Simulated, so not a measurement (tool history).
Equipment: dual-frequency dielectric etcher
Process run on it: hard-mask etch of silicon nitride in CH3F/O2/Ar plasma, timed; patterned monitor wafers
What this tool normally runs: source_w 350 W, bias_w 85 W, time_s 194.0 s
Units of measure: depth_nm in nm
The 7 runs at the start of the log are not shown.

| run | hour | source_w | bias_w | time_s | wafers since the last listed run | hours since the last wet clean | hours since the last source power generator calibration | hours since the last bias power generator calibration | hours since the last upper electrode change | hours since the gauge calibration | read-back reference wafer on the same gauge, depth_nm | depth_nm |
|---|---|---|---|---|---|---|---|---|---|---|---|---|
|  | 535.0 | wet clean of the chamber |
| 8 | 567.4 | 350 | 85 | 194.0 | 599 | 32.4 | 1441.6 | 1266.6 | 4728.7 | 2430.7 | 125.1 | 141.5 |
| 9 | 614.9 | 350 | 85 | 194.0 | 376 | 79.9 | 1489.1 | 1314.1 | 4776.2 | 2478.2 | 125.2 | 140.9 |
| 10 | 672.6 | 350 | 85 | 194.0 | 457 | 137.6 | 1546.8 | 1371.8 | 4833.9 | 2535.9 | 125.2 | 141.1 |
| 11 | 752.3 | 350 | 85 | 194.0 | 632 | 217.3 | 1626.5 | 1451.5 | 4913.6 | 2615.6 | 124.8 | 140.3 |
| 12 | 803.4 | 350 | 85 | 194.0 | 405 | 268.4 | 1677.6 | 1502.6 | 4964.7 | 2666.7 | 124.8 | 140.2 |
| 13 | 884.1 | 350 | 85 | 194.0 | 640 | 349.1 | 1758.3 | 1583.3 | 5045.4 | 2747.4 | 125.2 | 141.0 |
| 14 | 927.5 | 350 | 85 | 194.0 | 344 | 392.5 | 1801.7 | 1626.7 | 5088.8 | 2790.8 | 125.1 | 140.4 |
|  | 992.5 | wet clean of the chamber |
| 15 | 1025.4 | 350 | 68 | 194.0 | 586 | 32.9 | 1899.6 | 1724.6 | 5186.7 | 2888.7 | 125.0 | 121.9 |
|  | 1100.7 | upper electrode replaced |
|  | 1109.9 | bias power generator calibrated |
| 16 | 1110.4 | 280 | 100 | 215.0 | 452 | 117.9 | 1984.6 | 0.5 | 9.7 | 2973.7 | 125.1 | 162.4 |
| 17 | 1191.7 | 350 | 85 | 194.0 | 645 | 199.2 | 2065.9 | 81.8 | 91.0 | 3055.0 | 125.1 | 140.9 |
| 18 | 1261.6 | 380 | 103 | 172.0 | 554 | 269.1 | 2135.8 | 151.7 | 160.9 | 3124.9 | 125.1 | 140.2 |
| 19 | 1319.3 | 390 | 102 | 228.5 | 457 | 326.8 | 2193.5 | 209.4 | 218.6 | 3182.6 | 125.1 | 186.3 |
|  | 1352.7 | gauge calibrated |
| 20 | 1388.4 | 390 | 72 | 147.0 | 548 | 395.9 | 2262.6 | 278.5 | 287.7 | 35.7 | 125.2 | 99.3 |
|  | 1431.4 | wet clean of the chamber |
| 21 | 1435.8 | 350 | 85 | 194.0 | 185 | 4.4 | 2310.0 | 325.9 | 335.1 | 83.1 | 124.8 | 140.5 |
| 22 | 1536.9 | 350 | 85 | 226.0 | 802 | 105.5 | 2411.1 | 427.0 | 436.2 | 184.2 | 125.1 | 163.0 |
| 23 | 1580.7 | 280 | 79 | 140.0 | 347 | 149.3 | 2454.9 | 470.8 | 480.0 | 228.0 | 125.2 | 93.1 |
| 24 | 1622.6 | 350 | 85 | 194.0 | 332 | 191.2 | 2496.8 | 512.7 | 521.9 | 269.9 | 125.1 | 139.4 |
| 25 | 1697.9 | 380 | 85 | 194.0 | 597 | 266.5 | 2572.1 | 588.0 | 597.2 | 345.2 | 125.2 | 143.3 |
|  | 1718.9 | source power generator calibrated |
| 26 | 1781.1 | 320 | 72 | 229.5 | 628 | 349.7 | 62.2 | 671.2 | 680.4 | 428.4 | 125.0 | 147.9 |
|  | 1856.2 | wet clean of the chamber |
| 27 | 1873.4 | 350 | 85 | 194.0 | 541 | 17.2 | 154.5 | 763.5 | 772.7 | 520.7 | 125.3 | 140.3 |
| 28 | 1933.7 | 350 | 85 | 194.0 | 478 | 77.5 | 214.8 | 823.8 | 833.0 | 581.0 | 125.0 | 139.0 |
| 29 | 1970.2 | 350 | 85 | 222.5 | 289 | 114.0 | 251.3 | 860.3 | 869.5 | 617.5 | 124.8 | 160.4 |
| 30 | 2287.0 | 290 | 92 | 158.0 | 2513 | 430.8 | 568.1 | 1177.1 | 1186.3 | 934.3 | 125.3 | 114.1 |

What if the next run were any one of these 4? Each begins from the tool's condition after run 30:
| A | 2287.5 | 350 | 85 | 194.0 | 3 | 431.3 | 568.6 | 1177.6 | 1186.8 | 934.8 | ? | ? |
| B | 2287.5 | 380 | 67 | 246.5 | 3 | 431.3 | 568.6 | 1177.6 | 1186.8 | 934.8 | ? | ? |
| C | 2287.5 | 300 | 85 | 178.0 | 3 | 431.3 | 568.6 | 1177.6 | 1186.8 | 934.8 | ? | ? |
| D | 2287.5 | 300 | 105 | 211.0 | 3 | 431.3 | 568.6 | 1177.6 | 1186.8 | 934.8 | ? | ? |

| run | read-back reference wafer on the same gauge, depth_nm | depth_nm |
|---|---|---|
| A | 125.2 | 140.5 |
| B | 125.2 | 157.7 |
| C | 125.2 | 124.9 |
| D | 125.2 | 166.8 |
Stripped of hidden state, with their random variation kept, the same runs would have yielded:
| run | depth_nm |
|---|---|
| A | 140.5 |
| B | 157.7 |
| C | 124.9 |
| D | 166.8 |
